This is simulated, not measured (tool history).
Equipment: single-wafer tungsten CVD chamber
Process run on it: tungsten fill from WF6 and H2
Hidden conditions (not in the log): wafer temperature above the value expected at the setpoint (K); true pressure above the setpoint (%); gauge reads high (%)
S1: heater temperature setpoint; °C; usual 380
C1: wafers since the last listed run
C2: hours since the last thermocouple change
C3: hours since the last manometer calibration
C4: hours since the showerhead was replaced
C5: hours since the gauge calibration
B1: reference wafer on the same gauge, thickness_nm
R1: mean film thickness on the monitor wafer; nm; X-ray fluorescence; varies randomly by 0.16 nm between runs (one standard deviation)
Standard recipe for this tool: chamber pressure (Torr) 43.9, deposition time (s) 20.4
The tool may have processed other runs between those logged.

Run 1, hour 0: usual settings; C1 0; C2 1628.4; C3 1349.9; C4 5441.3; C5 1013.1; B1 42.909. Result: R1 45.877 nm.
Run 2, hour 47.8: usual settings; C1 1165; C2 1676.2; C3 1397.7; C4 5489.1; C5 1060.9; B1 42.909. Result: R1 45.82 nm.
Run 3, hour 117.6: usual settings; C1 1702; C2 1746; C3 1467.5; C4 5558.9; C5 1130.7; B1 42.869. Result: R1 45.937 nm.
Run 4, hour 175.9: usual settings; C1 1422; C2 1804.3; C3 1525.8; C4 5617.2; C5 1189; B1 42.903. Result: R1 45.702 nm.
At hour 185.8: showerhead replaced.
Run 5, hour 212.4: usual settings; C1 695; C2 1840.8; C3 1562.3; C4 26.6; C5 1225.5; B1 42.824. Result: R1 45.789 nm.
At hour 270.7: capacitance manometer re-zeroed and calibrated.
Run 6, hour 344.1: usual settings; C1 3017; C2 1972.5; C3 73.4; C4 158.3; C5 1357.2; B1 42.918. Result: R1 47.282 nm.
Run 7, hour 388: usual settings; C1 1070; C2 2016.4; C3 117.3; C4 202.2; C5 1401.1; B1 42.851. Result: R1 47.518 nm.
Run 8, hour 438.2: usual settings but deposition time (s) 17.2; C1 1224; C2 2066.6; C3 167.5; C4 252.4; C5 1451.3; B1 42.889. Result: R1 39.379 nm.
Run 9, hour 499.9: usual settings but deposition time (s) 17.2; C1 1504; C2 2128.3; C3 229.2; C4 314.1; C5 1513; B1 42.93. Result: R1 39.611 nm.
Run 10, hour 556.6: usual settings but deposition time (s) 17.2; C1 1382; C2 2185; C3 285.9; C4 370.8; C5 1569.7; B1 42.959. Result: R1 39.572 nm.
Run 11, hour 593.6: usual settings but S1 388 °C; C1 902; C2 2222; C3 322.9; C4 407.8; C5 1606.7; B1 42.897. Result: R1 55.065 nm.
Run 12, hour 624.4: usual settings but chamber pressure (Torr) 52.8; C1 751; C2 2252.8; C3 353.7; C4 438.6; C5 1637.5; B1 42.841. Result: R1 49.767 nm.
Run 13, hour 687.4: usual settings; C1 1536; C2 2315.8; C3 416.7; C4 501.6; C5 1700.5; B1 42.898. Result: R1 46.765 nm.
Run 14, hour 737.2: usual settings but S1 374 °C, chamber pressure (Torr) 52.7, deposition time (s) 22.3; C1 1214; C2 2365.6; C3 466.5; C4 551.4; C5 1750.3; B1 42.963. Result: R1 47.554 nm.
Run 15, hour 776.5: usual settings; C1 958; C2 2404.9; C3 505.8; C4 590.7; C5 1789.6; B1 42.867. Result: R1 46.836 nm.
Run 16, hour 826.4: usual settings; C1 1217; C2 2454.8; C3 555.7; C4 640.6; C5 1839.5; B1 42.887. Result: R1 46.723 nm.
Run 17, hour 856: usual settings but S1 394 °C, chamber pressure (Torr) 36.8, deposition time (s) 18.3; C1 721; C2 2484.4; C3 585.3; C4 670.2; C5 1869.1; B1 42.896. Result: R1 52.002 nm.
Run 18, hour 888.8: usual settings but S1 369 °C, chamber pressure (Torr) 48.6, deposition time (s) 17.2; C1 800; C2 2517.2; C3 618.1; C4 703; C5 1901.9; B1 42.917. Result: R1 32.212 nm.
Run 19, hour 928.8: usual settings; C1 975; C2 2557.2; C3 658.1; C4 743; C5 1941.9; B1 42.827. Result: R1 46.647 nm.
At hour 941.6: thermocouple changed; heater temperature recalibrated.
Run 20, hour 993.7: usual settings but S1 386 °C, deposition time (s) 18.6; C1 1387; C2 52.1; C3 723; C4 807.9; C5 2006.8; B1 42.835. Result: R1 48.517 nm.
Run 21, hour 1033.1: usual settings but deposition time (s) 18.8; C1 961; C2 91.5; C3 762.4; C4 847.3; C5 2046.2; B1 42.899. Result: R1 43.694 nm.
Run 22, hour 1081.5: usual settings but S1 372 °C, chamber pressure (Torr) 50.2, deposition time (s) 16.5; C1 1180; C2 139.9; C3 810.8; C4 895.7; C5 2094.6; B1 42.858. Result: R1 33.656 nm.
Run 23, hour 1141.1: usual settings; C1 1453; C2 199.5; C3 870.4; C4 955.3; C5 2154.2; B1 42.842. Result: R1 47.087 nm.
Run 24, hour 1191.7: usual settings; C1 1234; C2 250.1; C3 921; C4 1005.9; C5 2204.8; B1 42.951. Result: R1 47.321 nm.
At hour 1203.6: gauge calibrated.
Run 25, hour 1224.5: usual settings but S1 375 °C, deposition time (s) 18.4; C1 800; C2 282.9; C3 953.8; C4 1038.7; C5 20.9; B1 42.852. Result: R1 38.28 nm.
Run 26, hour 1361.4: usual settings but S1 389 °C, chamber pressure (Torr) 33.2, deposition time (s) 23.8; C1 3339; C2 419.8; C3 1090.7; C4 1175.6; C5 157.8; B1 42.846. Result: R1 59.811 nm.
Run 27, hour 1396: usual settings but chamber pressure (Torr) 37.1; C1 843; C2 454.4; C3 1125.3; C4 1210.2; C5 192.4; B1 42.847. Result: R1 44.551 nm.
Run 28, hour 1448.5: usual settings but S1 385 °C; C1 1280; C2 506.9; C3 1177.8; C4 1262.7; C5 244.9; B1 42.818. Result: R1 51.802 nm.
Run 29, hour 1504.6: usual settings but deposition time (s) 19.2; C1 1368; C2 563; C3 1233.9; C4 1318.8; C5 301; B1 42.875. Result: R1 43.825 nm.
Run 30, hour 1560.1: usual settings but S1 395 °C, deposition time (s) 19.2; C1 1353; C2 618.5; C3 1289.4; C4 1374.3; C5 356.5; B1 42.909. Result: R1 59.186 nm.
Run 31, hour 1596.4: usual settings but S1 370 °C, chamber pressure (Torr) 39.4, deposition time (s) 19.3; C1 885; C2 654.8; C3 1325.7; C4 1410.6; C5 392.8; B1 42.89. Result: R1 34.81 nm.
Run 32, hour 1667.6: usual settings but chamber pressure (Torr) 49.2; C1 1736; C2 726; C3 1396.9; C4 1481.8; C5 464; B1 42.855. Result: R1 48.823 nm.
Run 33, hour 1725.1: usual settings; C1 1402; C2 783.5; C3 1454.4; C4 1539.3; C5 521.5; B1 42.914. Result: R1 46.619 nm.
Run 34, hour 1771: usual settings but chamber pressure (Torr) 40.6, deposition time (s) 17.5; C1 1119; C2 829.4; C3 1500.3; C4 1585.2; C5 567.4; B1 42.974. Result: R1 39.019 nm.

What the log doesn't show, run by run:
gauge reads high (%): 0 across all the runs
H1: wafer temperature above the value expected at the setpoint (K)
H2: true pressure above the setpoint (%)
run         H1      H2
  1     -0.847   -9.09
  2     -0.857   -9.16
  3      -0.87   -9.25
  4     -0.881   -9.32
  5     -0.887   -9.37
  6     -0.908    0.91
  7     -0.914   0.402
  8     -0.921  -0.136
  9     -0.929  -0.741
 10     -0.936   -1.25
 11      -0.94   -1.55
 12     -0.943   -1.79
 13      -0.95   -2.25
 14     -0.955   -2.58
 15     -0.959   -2.83
 16     -0.964   -3.11
 17     -0.966   -3.27
 18     -0.969   -3.44
 19     -0.972   -3.64
 20  -0.000981   -3.93
 21    -0.0417   -4.09
 22    -0.0895   -4.27
 23     -0.145   -4.48
 24      -0.19   -4.65
 25     -0.218   -4.74
 26     -0.324    -5.1
 27     -0.349   -5.18
 28     -0.384    -5.3
 29      -0.42   -5.41
 30     -0.454   -5.51
 31     -0.475   -5.57
 32     -0.514   -5.67
 33     -0.544   -5.75
 34     -0.566   -5.81

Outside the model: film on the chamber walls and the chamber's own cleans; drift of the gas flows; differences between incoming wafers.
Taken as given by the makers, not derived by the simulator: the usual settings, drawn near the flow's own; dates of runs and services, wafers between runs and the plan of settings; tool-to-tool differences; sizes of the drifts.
